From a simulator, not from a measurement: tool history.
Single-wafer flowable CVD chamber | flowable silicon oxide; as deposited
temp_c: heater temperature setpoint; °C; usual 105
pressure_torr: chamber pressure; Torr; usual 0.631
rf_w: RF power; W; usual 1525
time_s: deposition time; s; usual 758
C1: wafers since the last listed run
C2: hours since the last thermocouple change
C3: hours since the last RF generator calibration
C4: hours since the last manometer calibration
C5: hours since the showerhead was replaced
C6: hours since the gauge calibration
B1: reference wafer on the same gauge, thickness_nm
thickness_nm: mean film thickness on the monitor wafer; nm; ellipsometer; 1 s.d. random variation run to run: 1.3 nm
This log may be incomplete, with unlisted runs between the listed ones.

Run 1, hour 0: usual settings but time_s 716 s; C1 0; C2 1401.1; C3 1831.9; C4 2237.6; C5 2754.8; C6 132.7; B1 229.906. Result: thickness_nm 297.671 nm.
Run 2, hour 9.2: usual settings; C1 31; C2 1410.3; C3 1841.1; C4 2246.8; C5 2764; C6 141.9; B1 230.006. Result: thickness_nm 313.514 nm.
Run 3, hour 16.7: usual settings; C1 25; C2 1417.8; C3 1848.6; C4 2254.3; C5 2771.5; C6 149.4; B1 229.824. Result: thickness_nm 311.275 nm.
Run 4, hour 32.9: usual settings; C1 55; C2 1434; C3 1864.8; C4 2270.5; C5 2787.7; C6 165.6; B1 229.713. Result: thickness_nm 315.202 nm.
Run 5, hour 49.1: usual settings; C1 55; C2 1450.2; C3 1881; C4 2286.7; C5 2803.9; C6 181.8; B1 229.911. Result: thickness_nm 315.637 nm.
At hour 62.3: RF generator calibrated.
Run 6, hour 66.6: usual settings; C1 32; C2 1467.7; C3 4.3; C4 2304.2; C5 2821.4; C6 199.3; B1 230.346. Result: thickness_nm 311.647 nm.
Run 7, hour 75.1: usual settings; C1 29; C2 1476.2; C3 12.8; C4 2312.7; C5 2829.9; C6 207.8; B1 230.38. Result: thickness_nm 315.058 nm.
At hour 85.3: showerhead replaced.
At hour 85.4: thermocouple changed; heater temperature recalibrated.
Run 8, hour 85.8: usual settings; C1 9; C2 0.4; C3 23.5; C4 2323.4; C5 0.5; C6 218.5; B1 229.681. Result: thickness_nm 254.259 nm.
At hour 87.9: gauge calibrated.
Run 9, hour 94.2: usual settings but time_s 615 s; C1 28; C2 8.8; C3 31.9; C4 2331.8; C5 8.9; C6 6.3; B1 230.04. Result: thickness_nm 206.63 nm.
At hour 104.8: capacitance manometer re-zeroed and calibrated.
Run 10, hour 122: usual settings but rf_w 1625 W, time_s 648 s; C1 68; C2 36.6; C3 59.7; C4 17.2; C5 36.7; C6 34.1; B1 230.251. Result: thickness_nm 226.526 nm.
Run 11, hour 131.8: usual settings but temp_c 120 °C, pressure_torr 0.764 Torr, time_s 802 s; C1 33; C2 46.4; C3 69.5; C4 27; C5 46.5; C6 43.9; B1 230.574. Result: thickness_nm 196.45 nm.
Run 12, hour 149.2: usual settings but temp_c 99 °C, time_s 881 s; C1 60; C2 63.8; C3 86.9; C4 44.4; C5 63.9; C6 61.3; B1 230.391. Result: thickness_nm 386.015 nm.
Run 13, hour 167: usual settings but pressure_torr 0.589 Torr, time_s 826 s; C1 61; C2 81.6; C3 104.7; C4 62.2; C5 81.7; C6 79.1; B1 230.289. Result: thickness_nm 270.669 nm.
Run 14, hour 180.7: usual settings; C1 47; C2 95.3; C3 118.4; C4 75.9; C5 95.4; C6 92.8; B1 229.983. Result: thickness_nm 266.607 nm.
Run 15, hour 191.2: usual settings but pressure_torr 0.547 Torr, rf_w 1360 W, time_s 652 s; C1 36; C2 105.8; C3 128.9; C4 86.4; C5 105.9; C6 103.3; B1 230.602. Result: thickness_nm 190.962 nm.
Run 16, hour 205.8: usual settings but temp_c 92 °C, rf_w 1305 W, time_s 618 s; C1 50; C2 120.4; C3 143.5; C4 101; C5 120.5; C6 117.9; B1 229.808. Result: thickness_nm 339.895 nm.

Hidden state, per run?
delivered RF power above the setpoint (%): 0, the same for each run
true pressure above the setpoint (%): 0, the same for each run
gauge reads high (%): 0, the same for each run
H1: wafer temperature above the value expected at the setpoint (K)
run      H1
  1   -6.04
  2   -6.05
  3   -6.06
  4   -6.07
  5   -6.08
  6   -6.09
  7   -6.09
  8  -0.642
  9  -0.752
 10    -1.1
 11   -1.22
 12   -1.42
 13   -1.63
 14   -1.78
 15   -1.89
 16   -2.04

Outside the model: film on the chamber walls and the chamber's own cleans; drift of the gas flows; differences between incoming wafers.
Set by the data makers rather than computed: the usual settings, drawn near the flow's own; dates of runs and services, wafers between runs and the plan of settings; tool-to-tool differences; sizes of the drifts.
